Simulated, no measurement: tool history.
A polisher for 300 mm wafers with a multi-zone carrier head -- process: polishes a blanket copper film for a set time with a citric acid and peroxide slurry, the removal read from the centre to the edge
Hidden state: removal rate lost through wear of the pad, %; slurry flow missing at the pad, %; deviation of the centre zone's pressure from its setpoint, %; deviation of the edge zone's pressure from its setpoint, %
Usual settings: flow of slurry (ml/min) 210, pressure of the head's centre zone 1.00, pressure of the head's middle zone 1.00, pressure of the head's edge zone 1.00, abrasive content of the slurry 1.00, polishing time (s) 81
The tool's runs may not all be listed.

run	hour	flow of slurry (ml/min)	pressure of the head's centre zone	pressure of the head's middle zone	pressure of the head's edge zone	abrasive content of the slurry	polishing time (s)	wafers since the last listed run	wafers polished on this pad	hours since the slurry nozzle was cleaned	hours since the centre zone pressure was calibrated	hours since the edge zone pressure was calibrated	hours since the carrier head's membrane was replaced	incoming thickness of the incoming film, nm	film removed at the wafer's centre (nm)	film removed at mid-radius (nm)	film removed at the wafer's edge (nm)
1	0.0	210	1.08	1.00	1.00	1.00	81	0	211	310.8	135.5	397.9	596.1	1118.8	199.4	198.4	189.9
2	14.0	210	1.08	1.00	1.00	1.00	81	87	299	324.8	149.5	411.9	610.1	1107.0	202.0	195.2	190.4
3	46.1	210	1.00	0.96	1.00	1.00	99	201	500	356.9	181.6	444.0	642.2	1137.3	227.2	231.8	222.8
4	68.4	210	1.00	0.96	1.00	1.00	99	139	640	379.2	203.9	466.3	664.5	1132.4	223.3	224.1	231.5
5	83.0	195	1.00	1.00	1.00	1.00	81	91	731	393.8	218.5	480.9	679.1	1132.6	180.5	191.6	186.7
# hour 87.6: worn pad replaced by a new one
# hour 91.7: edge zone pressure recalibrated
6	107.0	195	1.00	1.00	1.00	1.00	81	112	108	417.8	242.5	15.3	703.1	1122.3	190.6	195.6	190.4
# hour 112.9: slurry nozzle cleaned
7	119.3	210	1.00	1.05	1.00	1.00	81	70	179	6.4	254.8	27.6	715.4	1111.0	189.6	202.4	190.1
8	147.5	210	1.00	0.94	1.00	1.00	81	176	356	34.6	283.0	55.8	743.6	1141.9	188.8	185.3	192.1
9	178.7	210	1.00	1.00	1.00	1.00	81	195	551	65.8	314.2	87.0	774.8	1143.4	186.7	194.3	186.5
# hour 213.1: worn pad replaced by a new one
10	213.6	210	1.00	1.00	1.00	1.00	81	193	3	100.7	349.1	121.9	809.7	1105.3	194.6	203.6	196.7
11	238.6	195	1.00	1.00	1.00	1.00	81	156	159	125.7	374.1	146.9	834.7	1135.6	187.8	198.4	186.4
12	257.8	210	1.00	1.00	1.00	1.00	81	120	280	144.9	393.3	166.1	853.9	1120.4	187.7	201.3	189.3
13	282.6	285	0.96	1.00	1.00	1.00	60	155	435	169.7	418.1	190.9	878.7	1117.3	137.2	148.6	143.6
# hour 298.6: centre zone pressure recalibrated
# hour 310.9: carrier head's membrane replaced by a new one
# hour 319.4: worn pad replaced by a new one
14	319.9	210	1.00	1.00	1.00	1.15	62	164	3	207.0	21.3	228.2	9.0	1116.0	154.0	163.0	157.7
15	338.9	155	1.00	1.04	1.06	1.00	81	119	122	226.0	40.3	247.2	28.0	1109.4	183.6	199.3	194.6
16	357.2	210	1.00	1.06	1.00	0.80	81	114	236	244.3	58.6	265.5	46.3	1102.3	176.8	192.7	179.5
17	382.9	210	1.00	1.06	1.00	1.00	81	160	397	270.0	84.3	291.2	72.0	1115.5	186.4	204.8	186.7
18	401.2	210	1.09	1.00	1.10	1.00	81	114	512	288.3	102.6	309.5	90.3	1131.1	195.3	197.6	194.6
19	416.0	250	1.00	0.88	1.00	1.00	81	92	605	303.1	117.4	324.3	105.1	1108.8	187.3	179.4	187.4
# hour 439.1: worn pad replaced by a new one
20	448.1	210	0.91	1.12	1.00	1.00	81	176	56	335.2	149.5	356.4	137.2	1105.9	179.6	221.1	195.2

Across each entry between runs, compare the hidden state at the last listed run before it with the hidden state at the first listed run after it:
After run 5, before run 6: worn pad replaced by a new one (hour 87.6); edge zone pressure recalibrated (hour 91.7)
  removal rate lost through wear of the pad, %: 5.53 -> 2.72
  measured minus no-state result, film removed at the wafer's centre (nm): -10.5 -> -5.3; film removed at mid-radius (nm): -11.2 -> -5.5; film removed at the wafer's edge (nm): -10.9 -> -5.4
After run 6, before run 7: slurry nozzle cleaned (hour 112.9)
  removal rate lost through wear of the pad, %: 2.72 -> 3.64
  measured minus no-state result, film removed at the wafer's centre (nm): -5.3 -> -7.1; film removed at mid-radius (nm): -5.5 -> -7.7; film removed at the wafer's edge (nm): -5.4 -> -7.1
After run 9, before run 10: worn pad replaced by a new one (hour 213.1)
  removal rate lost through wear of the pad, %: 5.53 -> 0.212
  measured minus no-state result, film removed at the wafer's centre (nm): -10.9 -> -0.4; film removed at mid-radius (nm): -11.3 -> -0.5; film removed at the wafer's edge (nm): -10.9 -> -0.4
After run 13, before run 14: centre zone pressure recalibrated (hour 298.6); carrier head's membrane replaced by a new one (hour 310.9); worn pad replaced by a new one (hour 319.4)
  removal rate lost through wear of the pad, %: 4.8 -> 0.158
  measured minus no-state result, film removed at the wafer's centre (nm): -7.0 -> -0.2; film removed at mid-radius (nm): -7.5 -> -0.3; film removed at the wafer's edge (nm): -7.3 -> -0.3
After run 19, before run 20: worn pad replaced by a new one (hour 439.1)
  removal rate lost through wear of the pad, %: 5.19 -> 1.41
  measured minus no-state result, film removed at the wafer's centre (nm): -10.3 -> -2.6; film removed at mid-radius (nm): -9.9 -> -3.2; film removed at the wafer's edge (nm): -10.3 -> -2.8

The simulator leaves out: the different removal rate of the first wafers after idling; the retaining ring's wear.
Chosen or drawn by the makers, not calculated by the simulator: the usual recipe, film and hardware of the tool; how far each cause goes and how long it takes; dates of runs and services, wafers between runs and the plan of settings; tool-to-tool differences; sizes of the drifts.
